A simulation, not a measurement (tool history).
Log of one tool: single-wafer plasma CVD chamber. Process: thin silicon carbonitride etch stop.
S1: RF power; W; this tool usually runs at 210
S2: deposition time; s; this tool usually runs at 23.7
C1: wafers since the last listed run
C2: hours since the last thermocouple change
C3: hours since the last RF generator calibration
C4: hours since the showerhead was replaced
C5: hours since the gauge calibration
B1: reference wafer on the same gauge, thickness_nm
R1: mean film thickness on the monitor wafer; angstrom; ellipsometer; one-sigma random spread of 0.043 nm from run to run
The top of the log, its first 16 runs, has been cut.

Run 17, hour 1157: usual settings but S2 20.4 s; C1 7850; C2 944.5; C3 492.6; C4 453.9; C5 274.9; B1 12.902. Result: R1 116.73 angstrom.
Run 18, hour 1210.3: usual settings; C1 2212; C2 997.8; C3 545.9; C4 507.2; C5 328.2; B1 12.901. Result: R1 135.47 angstrom.
Run 19, hour 1274: usual settings but S2 27.2 s; C1 2644; C2 1061.5; C3 609.6; C4 570.9; C5 391.9; B1 12.897. Result: R1 155.79 angstrom.
Run 20, hour 1302.8: usual settings; C1 1195; C2 1090.3; C3 638.4; C4 599.7; C5 420.7; B1 12.891. Result: R1 135.99 angstrom.
Run 21, hour 1360.8: usual settings but S1 225 W, S2 25.2 s; C1 2407; C2 1148.3; C3 696.4; C4 657.7; C5 478.7; B1 12.898. Result: R1 146.98 angstrom.
Run 22, hour 1403.6: usual settings but S1 185 W, S2 22.3 s; C1 1776; C2 1191.1; C3 739.2; C4 700.5; C5 521.5; B1 12.905. Result: R1 123.23 angstrom.
At hour 1460.7: thermocouple changed; heater temperature recalibrated.
Run 23, hour 1472.9: usual settings but S1 245 W, S2 24.9 s; C1 2544; C2 12.2; C3 808.5; C4 769.8; C5 590.8; B1 12.902. Result: R1 148.33 angstrom.
Run 24, hour 1535.1: usual settings but S1 220 W, S2 28.2 s; C1 2582; C2 74.4; C3 870.7; C4 832; C5 653; B1 12.9. Result: R1 162.76 angstrom.
Run 25, hour 1602.4: usual settings but S1 180 W, S2 25.7 s; C1 2793; C2 141.7; C3 938; C4 899.3; C5 720.3; B1 12.902. Result: R1 141.78 angstrom.
Run 26, hour 1665.4: usual settings but S1 175 W, S2 26.2 s; C1 2615; C2 204.7; C3 1001; C4 962.3; C5 783.3; B1 12.905. Result: R1 142.06 angstrom.
Run 27, hour 1691.9: usual settings but S1 245 W, S2 27 s; C1 1100; C2 231.2; C3 1027.5; C4 988.8; C5 809.8; B1 12.901. Result: R1 159.61 angstrom.
Run 28, hour 1732.4: usual settings; C1 1681; C2 271.7; C3 1068; C4 1029.3; C5 850.3; B1 12.901. Result: R1 135.02 angstrom.
Run 29, hour 1793.3: usual settings but S1 225 W, S2 19.2 s; C1 2528; C2 332.6; C3 1128.9; C4 1090.2; C5 911.2; B1 12.898. Result: R1 111.04 angstrom.
Run 30, hour 1817.8: usual settings but S2 26.1 s; C1 1017; C2 357.1; C3 1153.4; C4 1114.7; C5 935.7; B1 12.891. Result: R1 149.33 angstrom.
Run 31, hour 1874.9: usual settings; C1 2370; C2 414.2; C3 1210.5; C4 1171.8; C5 992.8; B1 12.905. Result: R1 134.44 angstrom.
Run 32, hour 1943: usual settings but S1 250 W; C1 2827; C2 482.3; C3 1278.6; C4 1239.9; C5 1060.9; B1 12.897. Result: R1 140.91 angstrom.
Run 33, hour 1997.2: usual settings but S2 26.6 s; C1 2249; C2 536.5; C3 1332.8; C4 1294.1; C5 1115.1; B1 12.895. Result: R1 151.44 angstrom.

Forecast each of these 3 alternatives for the next run:
Run A, hour 1997.6: usual settings but S2 26.5 s; C1 16; C2 536.9; C3 1333.2; C4 1294.5; C5 1115.5; B1 ?. Result: R1 ?.
Run B, hour 1997.6: usual settings but S1 230 W, S2 20 s; C1 16; C2 536.9; C3 1333.2; C4 1294.5; C5 1115.5; B1 ?. Result: R1 ?.
Run C, hour 1997.6: usual settings but S1 200 W; C1 16; C2 536.9; C3 1333.2; C4 1294.5; C5 1115.5; B1 ?. Result: R1 ?.

run      B1      R1
  A  12.899   150.3
  B  12.899     116
  C  12.899  132.83
With the hidden condition removed and each run's random variation left untouched, the same runs would have given:
run      R1
  A  152.83
  B  117.95
  C  135.07
